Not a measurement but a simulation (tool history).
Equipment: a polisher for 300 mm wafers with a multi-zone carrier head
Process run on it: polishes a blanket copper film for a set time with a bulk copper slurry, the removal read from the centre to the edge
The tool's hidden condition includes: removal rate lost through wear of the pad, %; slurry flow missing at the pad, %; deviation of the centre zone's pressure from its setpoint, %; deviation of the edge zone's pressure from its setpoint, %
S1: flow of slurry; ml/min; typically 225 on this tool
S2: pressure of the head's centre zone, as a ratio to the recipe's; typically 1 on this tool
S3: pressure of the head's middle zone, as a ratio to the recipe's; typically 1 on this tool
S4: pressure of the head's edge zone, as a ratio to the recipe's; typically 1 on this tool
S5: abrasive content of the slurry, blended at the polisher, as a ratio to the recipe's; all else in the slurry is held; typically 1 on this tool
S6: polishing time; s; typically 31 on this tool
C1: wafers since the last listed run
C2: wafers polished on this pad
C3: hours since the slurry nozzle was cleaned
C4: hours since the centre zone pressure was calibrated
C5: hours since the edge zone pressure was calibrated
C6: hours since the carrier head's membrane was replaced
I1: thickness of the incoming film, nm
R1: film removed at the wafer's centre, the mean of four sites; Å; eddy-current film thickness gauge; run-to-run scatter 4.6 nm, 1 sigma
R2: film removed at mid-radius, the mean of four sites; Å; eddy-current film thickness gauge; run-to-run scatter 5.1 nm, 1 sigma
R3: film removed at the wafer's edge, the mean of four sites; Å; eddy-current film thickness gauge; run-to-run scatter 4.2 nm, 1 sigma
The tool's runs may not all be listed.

| run | hour | S1 | S2 | S3 | S4 | S5 | S6 | C1 | C2 | C3 | C4 | C5 | C6 | I1 | R1 | R2 | R3 |
|---|---|---|---|---|---|---|---|---|---|---|---|---|---|---|---|---|---|
| 1 | 0 | 250 | 1 | 1 | 1 | 1 | 31 | 0 | 1528 | 183.8 | 60.7 | 29.6 | 1234 | 4800.9 | 3657 | 3549 | 3588 |
|  | 23.7 | carrier head's membrane replaced by a new one |
| 2 | 99.5 | 225 | 1.03 | 1 | 1 | 1 | 31 | 1061 | 2589 | 283.3 | 160.2 | 129.1 | 75.8 | 4712.4 | 3909 | 3491 | 3573 |
|  | 116.3 | worn pad replaced by a new one |
| 3 | 153.5 | 225 | 1 | 1 | 1 | 1 | 31 | 561 | 417 | 337.3 | 214.2 | 183.1 | 129.8 | 4736.2 | 3762 | 3583 | 3568 |
| 4 | 214.8 | 225 | 1 | 1 | 1 | 1 | 31 | 688 | 1105 | 398.6 | 275.5 | 244.4 | 191.1 | 4673.1 | 3865 | 3503 | 3593 |
|  | 249.9 | centre zone pressure recalibrated |
| 5 | 261.8 | 225 | 1 | 1 | 1 | 1 | 31 | 505 | 1610 | 445.6 | 11.9 | 291.4 | 238.1 | 4708.4 | 3571 | 3525 | 3509 |
| 6 | 310.6 | 225 | 1 | 1 | 1 | 1 | 31 | 547 | 2158 | 494.4 | 60.7 | 340.2 | 286.9 | 4759 | 3643 | 3505 | 3562 |
|  | 362.3 | worn pad replaced by a new one |
| 7 | 369.6 | 225 | 1 | 1 | 1 | 1 | 31 | 617 | 82 | 553.4 | 119.7 | 399.2 | 345.9 | 4711.4 | 3689 | 3565 | 3451 |
| 8 | 437.6 | 225 | 1 | 1 | 1 | 1 | 31 | 763 | 845 | 621.4 | 187.7 | 467.2 | 413.9 | 4709.4 | 3812 | 3515 | 3543 |
|  | 475.4 | edge zone pressure recalibrated |
| 9 | 508.5 | 225 | 1 | 1 | 1 | 1 | 31 | 773 | 1619 | 692.3 | 258.6 | 33.1 | 484.8 | 4636.2 | 3876 | 3627 | 3602 |
|  | 552.4 | slurry nozzle cleaned |
|  | 579.3 | centre zone pressure recalibrated |
| 10 | 589.5 | 225 | 1 | 1 | 1 | 1 | 31 | 875 | 2494 | 37.1 | 10.2 | 114.1 | 565.8 | 4722.9 | 3627 | 3491 | 3490 |
|  | 604.3 | worn pad replaced by a new one |
| 11 | 680.9 | 225 | 1.11 | 1.07 | 1 | 1 | 31 | 981 | 859 | 128.5 | 101.6 | 205.5 | 657.2 | 4714.8 | 4099 | 3622 | 3607 |
| 12 | 726.7 | 225 | 0.9 | 1 | 1 | 1 | 31 | 514 | 1374 | 174.3 | 147.4 | 251.3 | 703 | 4747.5 | 3308 | 3516 | 3530 |
| 13 | 801.5 | 225 | 0.94 | 1 | 1.04 | 1 | 41 | 839 | 2214 | 249.1 | 222.2 | 326.1 | 777.8 | 4633.7 | 4728 | 4680 | 4728 |
|  | 901.3 | worn pad replaced by a new one |
| 14 | 907.6 | 275 | 1.04 | 1 | 1 | 1 | 31 | 1146 | 70 | 355.2 | 328.3 | 432.2 | 883.9 | 4640.6 | 4170 | 3630 | 3590 |
|  | 941.2 | centre zone pressure recalibrated |
| 15 | 986.5 | 245 | 1.05 | 1 | 1.05 | 1 | 31 | 863 | 934 | 434.1 | 45.3 | 511.1 | 962.8 | 4751.9 | 3864 | 3544 | 3687 |
|  | 1072.4 | edge zone pressure recalibrated |
|  | 1072.6 | carrier head's membrane replaced by a new one |
| 16 | 1082.9 | 225 | 1 | 1 | 0.89 | 1 | 31 | 1057 | 1991 | 530.5 | 141.7 | 10.5 | 10.3 | 4762.8 | 3805 | 3533 | 3411 |
| 17 | 1127.9 | 225 | 1 | 1 | 1 | 1.25 | 31 | 505 | 2497 | 575.5 | 186.7 | 55.5 | 55.3 | 4653.9 | 4024 | 3726 | 3743 |
|  | 1150.6 | slurry nozzle cleaned |
|  | 1179.9 | worn pad replaced by a new one |
| 18 | 1210.3 | 225 | 1 | 1 | 1 | 1 | 31 | 869 | 340 | 59.7 | 269.1 | 137.9 | 137.7 | 4714.6 | 3922 | 3494 | 3535 |
|  | 1242.7 | centre zone pressure recalibrated |
| 19 | 1307.3 | 225 | 1 | 1 | 1 | 0.75 | 31 | 1066 | 1407 | 156.7 | 64.6 | 234.9 | 234.7 | 4774.7 | 3442 | 3153 | 3258 |
| 20 | 1398 | 225 | 1 | 1 | 1 | 1 | 31 | 1018 | 2425 | 247.4 | 155.3 | 325.6 | 325.4 | 4710 | 3708 | 3457 | 3594 |

Below are 3 alternative next runs, each starting from the tool's condition after run 20. Predict each:
| A | 1398.4 | 225 | 1 | 1 | 1 | 1 | 31 | 4 | 2430 | 247.8 | 155.7 | 326 | 325.8 | 4697.4 | ? | ? | ? |
| B | 1398.4 | 195 | 1 | 1.06 | 1 | 1 | 38 | 4 | 2430 | 247.8 | 155.7 | 326 | 325.8 | 4697.4 | ? | ? | ? |
| C | 1398.4 | 225 | 1 | 1 | 1 | 1 | 35 | 4 | 2430 | 247.8 | 155.7 | 326 | 325.8 | 4697.4 | ? | ? | ? |

| run | R1 | R2 | R3 |
|---|---|---|---|
| A | 3744 | 3520 | 3533 |
| B | 4528 | 4478 | 4288 |
| C | 4227 | 3974 | 3989 |
Without the tool's hidden state the same runs would have given:
| run | R1 | R2 | R3 |
|---|---|---|---|
| A | 3563 | 3521 | 3533 |
| B | 4310 | 4479 | 4288 |
| C | 4023 | 3975 | 3989 |
